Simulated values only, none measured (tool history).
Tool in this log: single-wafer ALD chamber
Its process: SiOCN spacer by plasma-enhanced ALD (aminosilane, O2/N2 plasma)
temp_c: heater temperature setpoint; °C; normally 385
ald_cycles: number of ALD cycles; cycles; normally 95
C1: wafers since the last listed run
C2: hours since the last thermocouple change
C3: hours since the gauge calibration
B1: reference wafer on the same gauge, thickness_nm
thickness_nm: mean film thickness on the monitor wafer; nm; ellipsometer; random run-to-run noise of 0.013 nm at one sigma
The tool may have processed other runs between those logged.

Run 1, hour 0.0: usual settings but temp_c 394 °C; C1 0; C2 1945.9; C3 866.8; B1 5.129. Result: thickness_nm 5.275 nm.
Run 2, hour 25.9: usual settings but temp_c 394 °C; C1 90; C2 1971.8; C3 892.7; B1 5.128. Result: thickness_nm 5.287 nm.
Run 3, hour 80.9: usual settings but temp_c 394 °C; C1 192; C2 2026.8; C3 947.7; B1 5.125. Result: thickness_nm 5.266 nm.
Run 4, hour 122.5: usual settings; C1 145; C2 2068.4; C3 989.3; B1 5.123. Result: thickness_nm 5.277 nm.
Run 5, hour 155.9: usual settings; C1 116; C2 2101.8; C3 1022.7; B1 5.121. Result: thickness_nm 5.264 nm.
Run 6, hour 221.7: usual settings but ald_cycles 87 cycles; C1 230; C2 2167.6; C3 1088.5; B1 5.120. Result: thickness_nm 4.815 nm.
Run 7, hour 276.0: usual settings but ald_cycles 87 cycles; C1 189; C2 2221.9; C3 1142.8; B1 5.115. Result: thickness_nm 4.823 nm.
Run 8, hour 325.3: usual settings but ald_cycles 87 cycles; C1 172; C2 2271.2; C3 1192.1; B1 5.112. Result: thickness_nm 4.814 nm.
Run 9, hour 390.1: usual settings; C1 226; C2 2336.0; C3 1256.9; B1 5.112. Result: thickness_nm 5.245 nm.
Run 10, hour 451.7: usual settings; C1 215; C2 2397.6; C3 1318.5; B1 5.107. Result: thickness_nm 5.255 nm.
Run 11, hour 508.5: usual settings but ald_cycles 103 cycles; C1 198; C2 2454.4; C3 1375.3; B1 5.107. Result: thickness_nm 5.725 nm.
Run 12, hour 542.5: usual settings but ald_cycles 103 cycles; C1 118; C2 2488.4; C3 1409.3; B1 5.105. Result: thickness_nm 5.676 nm.
Run 13, hour 589.9: usual settings but ald_cycles 81 cycles; C1 165; C2 2535.8; C3 1456.7; B1 5.104. Result: thickness_nm 4.483 nm.
At hour 617.1: thermocouple changed; heater temperature recalibrated.
Run 14, hour 636.9: usual settings but ald_cycles 81 cycles; C1 136; C2 19.8; C3 1503.7; B1 5.103. Result: thickness_nm 4.491 nm.
Run 15, hour 682.9: usual settings but ald_cycles 81 cycles; C1 160; C2 65.8; C3 1549.7; B1 5.100. Result: thickness_nm 4.475 nm.
Run 16, hour 710.0: usual settings but temp_c 375 °C; C1 94; C2 92.9; C3 1576.8; B1 5.096. Result: thickness_nm 5.255 nm.
Run 17, hour 751.0: usual settings but temp_c 375 °C; C1 143; C2 133.9; C3 1617.8; B1 5.098. Result: thickness_nm 5.230 nm.
Run 18, hour 802.5: usual settings but temp_c 372 °C, ald_cycles 104 cycles; C1 180; C2 185.4; C3 1669.3; B1 5.091. Result: thickness_nm 5.750 nm.
Run 19, hour 838.2: usual settings but ald_cycles 100 cycles; C1 124; C2 221.1; C3 1705.0; B1 5.090. Result: thickness_nm 5.539 nm.
Run 20, hour 872.0: usual settings but ald_cycles 81 cycles; C1 118; C2 254.9; C3 1738.8; B1 5.088. Result: thickness_nm 4.469 nm.
At hour 921.4: gauge calibrated.
Run 21, hour 940.1: usual settings but temp_c 379 °C, ald_cycles 83 cycles; C1 238; C2 323.0; C3 18.7; B1 5.168. Result: thickness_nm 4.632 nm.
Run 22, hour 988.4: usual settings but temp_c 400 °C; C1 168; C2 371.3; C3 67.0; B1 5.163. Result: thickness_nm 5.305 nm.
Run 23, hour 1044.4: usual settings but temp_c 371 °C; C1 195; C2 427.3; C3 123.0; B1 5.163. Result: thickness_nm 5.303 nm.
Run 24, hour 1166.5: usual settings but temp_c 379 °C, ald_cycles 113 cycles; C1 426; C2 549.4; C3 245.1; B1 5.157. Result: thickness_nm 6.316 nm.
Run 25, hour 1191.6: usual settings; C1 87; C2 574.5; C3 270.2; B1 5.157. Result: thickness_nm 5.300 nm.
Run 26, hour 1256.2: usual settings but temp_c 395 °C; C1 225; C2 639.1; C3 334.8; B1 5.154. Result: thickness_nm 5.304 nm.
Run 27, hour 1310.5: usual settings but temp_c 373 °C, ald_cycles 84 cycles; C1 189; C2 693.4; C3 389.1; B1 5.149. Result: thickness_nm 4.683 nm.
Run 28, hour 1364.7: usual settings but temp_c 395 °C, ald_cycles 101 cycles; C1 189; C2 747.6; C3 443.3; B1 5.149. Result: thickness_nm 5.635 nm.
Run 29, hour 1401.4: usual settings but temp_c 380 °C, ald_cycles 111 cycles; C1 128; C2 784.3; C3 480.0; B1 5.148. Result: thickness_nm 6.205 nm.
Run 30, hour 1470.7: usual settings but temp_c 389 °C, ald_cycles 103 cycles; C1 242; C2 853.6; C3 549.3; B1 5.143. Result: thickness_nm 5.739 nm.
Run 31, hour 1505.8: usual settings but temp_c 390 °C, ald_cycles 106 cycles; C1 122; C2 888.7; C3 584.4; B1 5.143. Result: thickness_nm 5.865 nm.
Run 32, hour 1575.4: usual settings but temp_c 376 °C, ald_cycles 100 cycles; C1 243; C2 958.3; C3 654.0; B1 5.136. Result: thickness_nm 5.570 nm.
Run 33, hour 1638.7: usual settings but temp_c 380 °C, ald_cycles 100 cycles; C1 221; C2 1021.6; C3 717.3; B1 5.138. Result: thickness_nm 5.569 nm.
Run 34, hour 1700.8: usual settings; C1 217; C2 1083.7; C3 779.4; B1 5.131. Result: thickness_nm 5.299 nm.

Describe how what the log doesn't record of the tool's condition differs between the last listed run preceding each entry between runs and the first listed run following it.
Runs 13 to 14: thermocouple changed; heater temperature recalibrated (hour 617.1)
  gauge reads high (%): -1.1 -> -1.14
  what was measured, less what the result would be without the hidden state, thickness_nm: -0.050 -> -0.052 nm
Runs 20 to 21: gauge calibrated (hour 921.4)
  gauge reads high (%): -1.34 -> 0.139
  what was measured, less what the result would be without the hidden state, thickness_nm: -0.060 -> +0.006 nm

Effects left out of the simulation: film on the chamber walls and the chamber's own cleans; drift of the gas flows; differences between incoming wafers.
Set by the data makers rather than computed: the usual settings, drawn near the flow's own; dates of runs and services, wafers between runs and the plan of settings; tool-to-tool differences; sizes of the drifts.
